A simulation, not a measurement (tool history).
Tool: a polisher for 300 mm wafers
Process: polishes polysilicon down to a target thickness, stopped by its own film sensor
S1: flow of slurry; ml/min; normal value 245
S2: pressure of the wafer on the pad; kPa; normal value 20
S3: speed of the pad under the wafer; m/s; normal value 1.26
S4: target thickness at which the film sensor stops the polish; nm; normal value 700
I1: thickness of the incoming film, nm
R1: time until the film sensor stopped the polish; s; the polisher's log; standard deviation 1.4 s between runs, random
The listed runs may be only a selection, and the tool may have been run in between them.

run,hour,S1,S2,S3,S4,I1,R1
1,0,245,20,1.26,700,1617.3,81.7
2,9.2,295,20,1.26,700,1652,81.2
3,26.5,295,20,1.26,700,1614,78.5
4,33.2,295,20,1.26,700,1648.9,83.2
# hour 41.2: worn pad replaced by a new one
5,41.7,245,20,1.26,700,1633.1,82.1
6,49.5,245,20,1.26,700,1643.3,84.8
# hour 66.5: slurry nozzle cleaned
7,100.5,245,20,1.26,700,1643.9,79.6
8,151.6,245,20,1.26,700,1648,77.4
9,162.9,285,20,1.26,700,1666.4,79.7
# hour 171.9: worn pad replaced by a new one
10,190.7,245,20,1.26,700,1632.8,78.7
11,205.4,245,20,1.58,959,1619.3,44.6
12,216,245,20,1.58,959,1633.3,46.1
# hour 224.2: head pressure recalibrated
13,225.6,245,20,1.26,700,1622.6,79
14,234.1,245,20,1.26,700,1665.2,86.3
15,247.1,245,20,1.26,700,1625.2,80.8
16,263.5,245,20,1.26,863,1632.4,63.5
17,271.1,245,20,1.26,863,1651.7,69.2
18,284.1,245,20,1.26,963,1645.5,59.2
# hour 294.5: worn pad replaced by a new one, of another model than before
19,295,265,24.8,1.08,450,1642.7,96.4
# hour 299.7: slurry nozzle cleaned
20,308.9,290,13.8,1.26,950,1623.9,63.4
21,323.3,220,15.2,1.68,998,1638.7,52.5
22,333.2,245,20,1.66,700,1636,66
23,347.1,205,20,1.52,608,1640.3,77.1
24,363.4,175,20,0.82,700,1635.4,96
25,376.1,185,17.9,1.42,833,1642.2,67
26,392.8,245,20,1.26,700,1640.1,79.4
27,408.2,245,20,1.26,700,1638.5,79.9
28,416.9,245,20,1.26,389,1645.1,109.2
# hour 429.8: worn pad replaced by a new one
29,434.8,210,20,0.98,574,1657.3,104.2
30,451.1,165,20,1.6,700,1663.1,72.2
31,457.3,245,20,1.26,700,1644.7,77.4
32,468,270,20,1.12,700,1658.1,85.3
33,479,245,20,1.26,978,1643.1,57.4
34,492.4,245,20,1.52,609,1648.9,78.6
35,498.5,175,22.8,1.42,464,1630.1,86.8
36,505.6,245,20,1.26,700,1641.6,80.7
37,514.6,245,20,1.26,700,1653.8,79.7

4 ways to go on from here, each from the tool as it stands after run 37. What would each give?
A,515,245,26.9,1.26,700,1654.2,?
B,515,290,20,1.62,1011,1654.2,?
C,515,245,20,1.26,382,1654.2,?
D,515,245,20,1.58,700,1654.2,?

run,R1
A,71.2
B,47
C,109.7
D,72
Without the tool's unlogged condition, the same runs would have read:
run,R1
A,68
B,45.1
C,104.7
D,68.7
